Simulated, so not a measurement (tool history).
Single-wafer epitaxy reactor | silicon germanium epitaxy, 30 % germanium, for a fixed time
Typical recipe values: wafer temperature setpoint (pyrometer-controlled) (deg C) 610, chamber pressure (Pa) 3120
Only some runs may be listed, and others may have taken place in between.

| run | day | wafer temperature setpoint (pyrometer-controlled) (deg C) | chamber pressure (Pa) | wafers since the last listed run | hours since the last pyrometer calibration | hours since the last manometer calibration | hours since the showerhead was replaced | hours since the gauge calibration | read-back reference wafer on the same gauge, thickness_nm | mean film thickness on the monitor wafer (nm) |
|---|---|---|---|---|---|---|---|---|---|---|
| 1 | 0 | 615 | 2853 | 0 | 2294.1 | 2032.1 | 5240.2 | 351.6 | 67.265 | 91.95 |
| 2 | 4.325 | 615 | 2853 | 1391 | 2397.9 | 2135.9 | 5344 | 455.4 | 67.052 | 93.752 |
| 3 | 5.496 | 615 | 2853 | 376 | 2426 | 2164 | 5372.1 | 483.5 | 67.12 | 94.544 |
| 4 | 6.838 | 610 | 3120 | 431 | 2458.2 | 2196.2 | 5404.3 | 515.7 | 67.046 | 89.577 |
| 5 | 7.842 | 610 | 3120 | 323 | 2482.3 | 2220.3 | 5428.4 | 539.8 | 66.841 | 89.424 |
| 6 | 8.817 | 610 | 3120 | 313 | 2505.7 | 2243.7 | 5451.8 | 563.2 | 66.964 | 89.213 |
| 7 | 9.4 | 610 | 3120 | 187 | 2519.7 | 2257.7 | 5465.8 | 577.2 | 66.971 | 90.03 |
| 8 | 10.425 | 619 | 2853 | 329 | 2544.3 | 2282.3 | 5490.4 | 601.8 | 67.136 | 101.633 |
|  | 12.225 | gauge calibrated |
|  | 12.671 | capacitance manometer re-zeroed and calibrated |
| 9 | 14.058 | 619 | 2853 | 1061 | 2631.5 | 33.3 | 5577.6 | 44 | 66.955 | 102.862 |
| 10 | 14.621 | 619 | 2853 | 180 | 2645 | 46.8 | 5591.1 | 57.5 | 67.206 | 103.296 |
| 11 | 16 | 610 | 3120 | 443 | 2678.1 | 79.9 | 5624.2 | 90.6 | 66.962 | 91.17 |
| 12 | 17.438 | 610 | 3120 | 462 | 2712.6 | 114.4 | 5658.7 | 125.1 | 66.894 | 90.944 |
|  | 17.95 | pyrometer calibrated |
|  | 19.004 | showerhead replaced, of another model than before |
| 13 | 19.025 | 610 | 3120 | 296 | 25.8 | 152.5 | 0.5 | 163.2 | 66.907 | 79.391 |
| 14 | 19.542 | 610 | 3120 | 166 | 38.2 | 164.9 | 12.9 | 175.6 | 66.916 | 80.624 |
| 15 | 20.708 | 610 | 2786 | 375 | 66.2 | 192.9 | 40.9 | 203.6 | 66.902 | 77.52 |
| 16 | 22.167 | 602 | 2693 | 469 | 101.2 | 227.9 | 75.9 | 238.6 | 67 | 64.414 |
| 17 | 23.375 | 610 | 3640 | 388 | 130.2 | 256.9 | 104.9 | 267.6 | 66.935 | 84.358 |
| 18 | 24.788 | 610 | 3120 | 454 | 164.1 | 290.8 | 138.8 | 301.5 | 67.077 | 80.417 |
| 19 | 26.192 | 596 | 3120 | 451 | 197.8 | 324.5 | 172.5 | 335.2 | 67.078 | 59.22 |
| 20 | 26.933 | 610 | 3120 | 238 | 215.6 | 342.3 | 190.3 | 353 | 66.944 | 80.622 |
| 21 | 27.871 | 616 | 3560 | 301 | 238.1 | 364.8 | 212.8 | 375.5 | 67.033 | 94.34 |
| 22 | 28.521 | 610 | 3120 | 209 | 253.7 | 380.4 | 228.4 | 391.1 | 67.053 | 80.313 |
| 23 | 29.588 | 610 | 2506 | 343 | 279.3 | 406 | 254 | 416.7 | 66.985 | 75.077 |
| 24 | 30.921 | 596 | 3880 | 428 | 311.3 | 438 | 286 | 448.7 | 67.072 | 63.906 |
| 25 | 32.388 | 606 | 3586 | 471 | 346.5 | 473.2 | 321.2 | 483.9 | 66.98 | 77.286 |
| 26 | 33.162 | 621 | 3573 | 249 | 365.1 | 491.8 | 339.8 | 502.5 | 67.208 | 104.953 |
| 27 | 36.238 | 614 | 2866 | 989 | 438.9 | 565.6 | 413.6 | 576.3 | 67.008 | 84.926 |
| 28 | 37.579 | 606 | 2693 | 431 | 471.1 | 597.8 | 445.8 | 608.5 | 67.007 | 70.647 |
| 29 | 38.112 | 610 | 3120 | 171 | 483.9 | 610.6 | 458.6 | 621.3 | 67.016 | 79.985 |
| 30 | 39.325 | 610 | 2586 | 390 | 513 | 639.7 | 487.7 | 650.4 | 67.187 | 75.813 |
| 31 | 39.883 | 624 | 2733 | 179 | 526.4 | 653.1 | 501.1 | 663.8 | 66.946 | 101.538 |
|  | 40.442 | gauge calibrated |
| 32 | 41.071 | 615 | 3546 | 381 | 554.9 | 681.6 | 529.6 | 15.1 | 66.98 | 93.036 |
| 33 | 41.6 | 610 | 3120 | 170 | 567.6 | 694.3 | 542.3 | 27.8 | 67.156 | 80.368 |
| 34 | 42.483 | 622 | 3693 | 284 | 588.8 | 715.5 | 563.5 | 49 | 66.923 | 109.123 |
| 35 | 43.654 | 617 | 2626 | 376 | 616.9 | 743.6 | 591.6 | 77.1 | 67.202 | 87.49 |
| 36 | 44.621 | 619 | 3120 | 310 | 640.1 | 766.8 | 614.8 | 100.3 | 66.988 | 96.342 |

Below are 3 alternative next runs, each starting from the tool's condition after run 36. Predict each:
| A | 44.638 | 623 | 3120 | 5 | 640.5 | 767.2 | 615.2 | 100.7 | ? | ? |
| B | 44.638 | 604 | 3120 | 5 | 640.5 | 767.2 | 615.2 | 100.7 | ? | ? |
| C | 44.638 | 598 | 2826 | 5 | 640.5 | 767.2 | 615.2 | 100.7 | ? | ? |

| run | read-back reference wafer on the same gauge, thickness_nm | mean film thickness on the monitor wafer (nm) |
|---|---|---|
| A | 66.988 | 104.31 |
| B | 66.988 | 71.108 |
| C | 66.988 | 60.784 |
With no hidden state in the tool, these same runs would have given:
| run | mean film thickness on the monitor wafer (nm) |
|---|---|
| A | 104.007 |
| B | 70.89 |
| C | 60.596 |

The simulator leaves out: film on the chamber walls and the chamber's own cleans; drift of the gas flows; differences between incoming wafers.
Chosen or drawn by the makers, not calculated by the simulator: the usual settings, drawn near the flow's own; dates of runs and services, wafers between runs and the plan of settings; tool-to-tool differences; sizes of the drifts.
